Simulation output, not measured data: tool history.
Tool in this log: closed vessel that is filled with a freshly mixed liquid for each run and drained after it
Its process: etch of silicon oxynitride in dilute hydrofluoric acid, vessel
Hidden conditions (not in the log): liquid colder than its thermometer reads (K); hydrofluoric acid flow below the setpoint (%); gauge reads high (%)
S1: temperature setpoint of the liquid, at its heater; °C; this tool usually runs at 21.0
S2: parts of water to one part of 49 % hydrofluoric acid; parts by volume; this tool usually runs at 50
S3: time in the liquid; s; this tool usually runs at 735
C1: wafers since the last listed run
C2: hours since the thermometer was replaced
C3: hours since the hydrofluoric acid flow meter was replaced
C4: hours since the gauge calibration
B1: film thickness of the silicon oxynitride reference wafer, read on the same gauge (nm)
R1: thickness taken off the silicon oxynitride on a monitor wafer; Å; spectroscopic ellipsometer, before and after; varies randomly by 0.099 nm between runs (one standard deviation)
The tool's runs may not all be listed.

run 1 hour=0.0 | S1=21.0 S2=50 S3=735 | C1=0 C2=406.1 C3=1299.6 C4=211.0 | B1=130.00 | R1=309.5
run 2 hour=97.5 | S1=21.0 S2=50 S3=735 | C1=3998 C2=503.6 C3=1397.1 C4=308.5 | B1=129.99 | R1=308.0
run 3 hour=147.6 | S1=18.5 S2=50 S3=735 | C1=2054 C2=553.7 C3=1447.2 C4=358.6 | B1=129.99 | R1=271.3
run 4 hour=230.3 | S1=18.5 S2=50 S3=735 | C1=3391 C2=636.4 C3=1529.9 C4=441.3 | B1=130.00 | R1=269.2
run 5 hour=316.1 | S1=21.0 S2=50 S3=735 | C1=3518 C2=722.2 C3=1615.7 C4=527.1 | B1=130.01 | R1=304.7
run 6 hour=381.5 | S1=21.0 S2=50 S3=735 | C1=2681 C2=787.6 C3=1681.1 C4=592.5 | B1=130.00 | R1=303.9
run 7 hour=432.5 | S1=21.0 S2=50 S3=735 | C1=2091 C2=838.6 C3=1732.1 C4=643.5 | B1=129.98 | R1=304.3
-- hour=458.7 hydrofluoric acid flow meter replaced
run 8 hour=533.5 | S1=18.0 S2=60 S3=565 | C1=4100 C2=939.6 C3=74.8 C4=744.5 | B1=129.99 | R1=178.2
-- hour=575.7 thermometer replaced
run 9 hour=610.9 | S1=21.0 S2=40 S3=1105 | C1=3132 C2=35.2 C3=152.2 C4=821.9 | B1=129.99 | R1=614.8
run 10 hour=698.8 | S1=23.5 S2=65 S3=735 | C1=3604 C2=123.1 C3=240.1 C4=909.8 | B1=129.99 | R1=278.2
run 11 hour=788.9 | S1=21.0 S2=50 S3=735 | C1=3694 C2=213.2 C3=330.2 C4=999.9 | B1=130.00 | R1=322.5
-- hour=799.2 gauge calibrated
run 12 hour=894.6 | S1=23.0 S2=60 S3=570 | C1=4334 C2=318.9 C3=435.9 C4=95.4 | B1=130.00 | R1=227.0
run 13 hour=951.2 | S1=18.0 S2=60 S3=565 | C1=2320 C2=375.5 C3=492.5 C4=152.0 | B1=129.99 | R1=174.9
run 14 hour=1009.2 | S1=21.0 S2=70 S3=910 | C1=2378 C2=433.5 C3=550.5 C4=210.0 | B1=130.01 | R1=278.0

Below, some changes in R1 between adjacent runs. For each, the amount present without the hidden state too (settings, incoming material, random variation) and the amount remaining for the hidden state with gauge scatter not shared by both compared results:
Run 7 -> 8: S1 21.0 -> 18.0, S2 50 -> 60, S3 735 -> 565, hydrofluoric acid flow meter replaced. R1 -126.1 Å: hidden state +22.9, all else -149.0.
Run 8 -> 9: S1 18.0 -> 21.0, S2 60 -> 40, S3 565 -> 1105, thermometer replaced. R1 +436.6 Å: hidden state -3.5, all else +440.1.
